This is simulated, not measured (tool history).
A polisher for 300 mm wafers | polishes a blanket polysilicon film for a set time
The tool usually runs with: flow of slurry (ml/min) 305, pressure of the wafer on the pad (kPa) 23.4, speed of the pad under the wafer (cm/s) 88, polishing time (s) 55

| run | hour | flow of slurry (ml/min) | pressure of the wafer on the pad (kPa) | speed of the pad under the wafer (cm/s) | polishing time (s) | incoming thickness of the incoming film, nm | film removed (Å) |
|---|---|---|---|---|---|---|---|
| 1 | 0 | 305 | 23.4 | 88 | 55 | 1382.6 | 3976 |
| 2 | 18.5 | 305 | 23.4 | 88 | 55 | 1376 | 3726 |
|  | 24.7 | worn pad replaced by a new one |
| 3 | 28.4 | 255 | 23.4 | 88 | 48 | 1411.7 | 3488 |
| 4 | 54 | 305 | 23.4 | 88 | 55 | 1387.1 | 3909 |
| 5 | 65.6 | 305 | 23.4 | 88 | 55 | 1388.5 | 3848 |
|  | 76.8 | worn pad replaced by a new one |
| 6 | 77.3 | 305 | 23.4 | 88 | 55 | 1400.2 | 4051 |
|  | 81.6 | slurry nozzle cleaned |
| 7 | 88.5 | 305 | 23.4 | 88 | 55 | 1407.3 | 4005 |
| 8 | 104.2 | 305 | 23.4 | 88 | 55 | 1389.7 | 3849 |
| 9 | 114.8 | 305 | 23.4 | 100 | 55 | 1394.5 | 4092 |
|  | 125.6 | worn pad replaced by a new one |
| 10 | 129 | 305 | 23.4 | 100 | 55 | 1404.4 | 4459 |
|  | 132.6 | head pressure recalibrated |
| 11 | 136.7 | 305 | 23.4 | 88 | 55 | 1417.8 | 4064 |
| 12 | 143.5 | 305 | 23.4 | 88 | 55 | 1392.2 | 3974 |
| 13 | 152.9 | 305 | 16.5 | 88 | 37 | 1365.9 | 1839 |
| 14 | 159.4 | 400 | 18.6 | 96 | 50 | 1388.5 | 2980 |
|  | 175.3 | worn pad replaced by a new one |
| 15 | 175.8 | 305 | 23.4 | 88 | 55 | 1406.8 | 4177 |
| 16 | 188.8 | 230 | 23.4 | 88 | 55 | 1398.3 | 3884 |
| 17 | 196 | 215 | 21.4 | 100 | 55 | 1366.5 | 3827 |
| 18 | 202.5 | 305 | 23.4 | 62 | 55 | 1370.7 | 3185 |
| 19 | 217.4 | 305 | 30.3 | 60 | 55 | 1408.4 | 3999 |
|  | 227.7 | worn pad replaced by a new one |
| 20 | 228.2 | 220 | 23.4 | 88 | 40 | 1379.2 | 2857 |

Some steps in film removed (Å) between neighbouring runs. How much of each would the tool show without its hidden state too (settings, what came in, random variation), and how much is left for the hidden state, with any gauge scatter that isn't in both results?
Hidden conditions of the tool in this case: removal rate lost through wear of the pad, %; slurry flow missing at the pad, %; deviation of the head's pressure from its setpoint, %.
Run 9 -> 10: worn pad replaced by a new one. film removed (Å) +367: hidden state +380, all else -13.
Run 12 -> 13: pressure of the wafer on the pad (kPa) 23.4 -> 16.5, polishing time (s) 55 -> 37. film removed (Å) -2135: hidden state +53, all else -2188.
Run 14 -> 15: flow of slurry (ml/min) 400 -> 305, pressure of the wafer on the pad (kPa) 18.6 -> 23.4, speed of the pad under the wafer (cm/s) 96 -> 88, polishing time (s) 50 -> 55, worn pad replaced by a new one. film removed (Å) +1197: hidden state +218, all else +979.
Run 19 -> 20: flow of slurry (ml/min) 305 -> 220, pressure of the wafer on the pad (kPa) 30.3 -> 23.4, speed of the pad under the wafer (cm/s) 60 -> 88, polishing time (s) 55 -> 40, worn pad replaced by a new one. film removed (Å) -1142: hidden state +362, all else -1504.
